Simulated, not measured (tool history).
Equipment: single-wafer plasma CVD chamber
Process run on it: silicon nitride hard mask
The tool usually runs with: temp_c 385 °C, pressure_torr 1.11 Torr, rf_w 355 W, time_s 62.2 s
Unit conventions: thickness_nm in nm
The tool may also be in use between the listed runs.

run	hour	temp_c	pressure_torr	rf_w	time_s	read-back reference wafer on the same gauge, thickness_nm	thickness_nm
1	0.0	385	1.11	335	62.2	63.715	68.230
2	78.1	385	1.11	355	62.2	63.704	71.093
3	160.0	385	1.11	355	62.2	63.714	70.796
4	237.8	385	1.11	355	62.2	63.690	70.873
# hour 292.8: thermocouple changed; heater temperature recalibrated
5	342.2	385	1.11	355	62.2	63.751	70.733
6	394.8	385	1.11	355	62.2	63.678	70.351
7	439.5	385	0.99	355	55.0	63.675	59.741
# hour 525.3: gauge calibrated
8	528.6	385	0.99	355	55.0	63.709	59.556
9	604.0	385	1.11	355	62.2	63.710	70.533
10	664.4	385	1.11	355	62.2	63.729	70.077
11	702.2	385	1.11	355	62.2	63.698	70.295
12	769.7	385	1.00	355	51.6	63.718	56.221
13	838.2	385	0.96	375	66.5	63.731	73.646
# hour 863.5: RF generator calibrated
14	885.7	390	0.91	355	57.0	63.639	60.355
# hour 1106.3: showerhead replaced
# hour 1194.3: capacitance manometer re-zeroed and calibrated
15	1194.8	385	0.98	420	62.2	63.708	75.451
16	1270.7	376	1.11	355	62.2	63.632	71.602
17	1325.9	385	1.11	355	52.0	63.682	59.575
18	1373.8	385	0.86	355	62.2	63.625	64.562
19	1458.4	385	1.11	335	62.2	63.729	68.914

What does the tool deliver on the next run?
20	1509.7	385	0.87	320	50.7	?	?

Run 20 gave read-back reference wafer on the same gauge, thickness_nm 63.765, thickness_nm 49.426 nm.
The same run, on a tool lacking any hidden state, would have yielded thickness_nm 49.498 nm.
